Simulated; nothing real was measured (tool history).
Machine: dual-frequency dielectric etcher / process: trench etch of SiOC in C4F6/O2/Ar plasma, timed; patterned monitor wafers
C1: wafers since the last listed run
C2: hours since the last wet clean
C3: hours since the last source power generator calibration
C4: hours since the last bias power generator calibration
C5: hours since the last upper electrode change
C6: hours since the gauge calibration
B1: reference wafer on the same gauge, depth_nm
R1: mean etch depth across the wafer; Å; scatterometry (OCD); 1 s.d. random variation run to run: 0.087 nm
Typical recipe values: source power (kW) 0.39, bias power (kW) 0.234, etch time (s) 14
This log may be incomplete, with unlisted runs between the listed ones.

Run 1, day 0: usual settings but source power (kW) 0.36; C1 0; C2 195.3; C3 2854.5; C4 1790.5; C5 3127.1; C6 172.7; B1 26.32. Result: R1 296.4 Å.
Run 2, day 4.088: usual settings but bias power (kW) 0.213; C1 971; C2 293.4; C3 2952.6; C4 1888.6; C5 3225.2; C6 270.8; B1 26.28. Result: R1 289.2 Å.
Run 3, day 8.25: usual settings; C1 989; C2 393.3; C3 3052.5; C4 1988.5; C5 3325.1; C6 370.7; B1 26.31. Result: R1 300.8 Å.
Run 4, day 10.5: usual settings; C1 534; C2 447.3; C3 3106.5; C4 2042.5; C5 3379.1; C6 424.7; B1 26.28. Result: R1 301.6 Å.
Run 5, day 12.329: usual settings; C1 434; C2 491.2; C3 3150.4; C4 2086.4; C5 3423; C6 468.6; B1 26.3. Result: R1 301 Å.
At day 14.179: wet clean of the chamber.
Run 6, day 15.746: usual settings; C1 574; C2 37.6; C3 3232.4; C4 2168.4; C5 3505; C6 550.6; B1 26.32. Result: R1 300 Å.
Run 7, day 17.508: usual settings; C1 418; C2 79.9; C3 3274.7; C4 2210.7; C5 3547.3; C6 592.9; B1 26.31. Result: R1 302.8 Å.
Run 8, day 20.512: usual settings; C1 714; C2 152; C3 3346.8; C4 2282.8; C5 3619.4; C6 665; B1 26.28. Result: R1 300.8 Å.
At day 21.125: bias power generator calibrated.
Run 9, day 24.783: usual settings but etch time (s) 11.5; C1 975; C2 254.5; C3 3449.3; C4 87.8; C5 3721.9; C6 767.5; B1 26.29. Result: R1 246.7 Å.
Run 10, day 29.621: usual settings but etch time (s) 11.5; C1 1149; C2 370.6; C3 3565.4; C4 203.9; C5 3838; C6 883.6; B1 26.3. Result: R1 247.8 Å.
At day 30.425: gauge calibrated.
Run 11, day 32.45: usual settings; C1 672; C2 438.5; C3 3633.3; C4 271.8; C5 3905.9; C6 48.6; B1 26.29. Result: R1 301.5 Å.
At day 34.642: wet clean of the chamber.
Run 12, day 34.871: usual settings; C1 337; C2 5.5; C3 3691.4; C4 329.9; C5 3964; C6 106.7; B1 26.29. Result: R1 300.5 Å.

Estimate the outcome of run 13 from the log above:
Run 13, day 38.633: usual settings; C1 894; C2 95.8; C3 3781.7; C4 420.2; C5 4054.3; C6 197; B1 ?. Result: R1 ?.

B1: 26.29
R1: 301.4 Å
The same run, on a tool lacking any hidden state, would have yielded R1 301.4 Å.
